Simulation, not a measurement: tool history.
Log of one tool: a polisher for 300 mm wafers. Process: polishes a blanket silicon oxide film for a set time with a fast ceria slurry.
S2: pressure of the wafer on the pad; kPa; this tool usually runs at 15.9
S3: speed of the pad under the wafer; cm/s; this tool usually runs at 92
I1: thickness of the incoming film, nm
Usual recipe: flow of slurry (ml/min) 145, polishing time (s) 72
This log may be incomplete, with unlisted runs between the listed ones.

Run 1, hour 0: usual settings; I1 2699. Result: film removed (angstrom) 8139.
At hour 10.2: worn pad replaced by a new one.
Run 2, hour 16.5: usual settings; I1 2688.9. Result: film removed (angstrom) 8895.
Run 3, hour 31.4: usual settings; I1 2687.3. Result: film removed (angstrom) 8693.
Run 4, hour 48.9: usual settings but S3 110 cm/s; I1 2659.2. Result: film removed (angstrom) 10016.
Run 5, hour 60.3: usual settings but S3 110 cm/s; I1 2656.5. Result: film removed (angstrom) 9923.
Run 6, hour 73.2: usual settings but S3 110 cm/s; I1 2656.2. Result: film removed (angstrom) 9754.
Run 7, hour 80.2: usual settings but polishing time (s) 53; I1 2681.8. Result: film removed (angstrom) 6040.
At hour 99.9: worn pad replaced by a new one.
Run 8, hour 100.4: usual settings but polishing time (s) 53; I1 2635.6. Result: film removed (angstrom) 6498.
At hour 111.7: head pressure recalibrated.
Run 9, hour 112.2: usual settings but polishing time (s) 53; I1 2645.3. Result: film removed (angstrom) 6321.
Run 10, hour 122.2: usual settings; I1 2614.1. Result: film removed (angstrom) 8407.
Run 11, hour 129.1: usual settings; I1 2637.1. Result: film removed (angstrom) 8513.
Run 12, hour 141.1: usual settings but polishing time (s) 89; I1 2698.3. Result: film removed (angstrom) 10366.
Run 13, hour 147.7: usual settings but flow of slurry (ml/min) 120, S2 13.1 kPa, polishing time (s) 58; I1 2707.2. Result: film removed (angstrom) 5464.
Run 14, hour 157.3: usual settings but polishing time (s) 82; I1 2706.6. Result: film removed (angstrom) 9160.
Run 15, hour 174.5: usual settings but flow of slurry (ml/min) 165, S2 17.9 kPa, polishing time (s) 53; I1 2700.3. Result: film removed (angstrom) 6672.
Run 16, hour 185: usual settings; I1 2670. Result: film removed (angstrom) 7756.

Run 17 is up next; what results do you expect?
At hour 190: worn pad replaced by a new one.
Run 17, hour 202.2: usual settings but polishing time (s) 82; I1 2644.7. Result: film removed (angstrom) ?.

{"run 17": {"film removed (angstrom)": 9785}}
Take away the tool's hidden state, keep the run-to-run variation as it was, and the same run would have given film removed (angstrom) 10137.
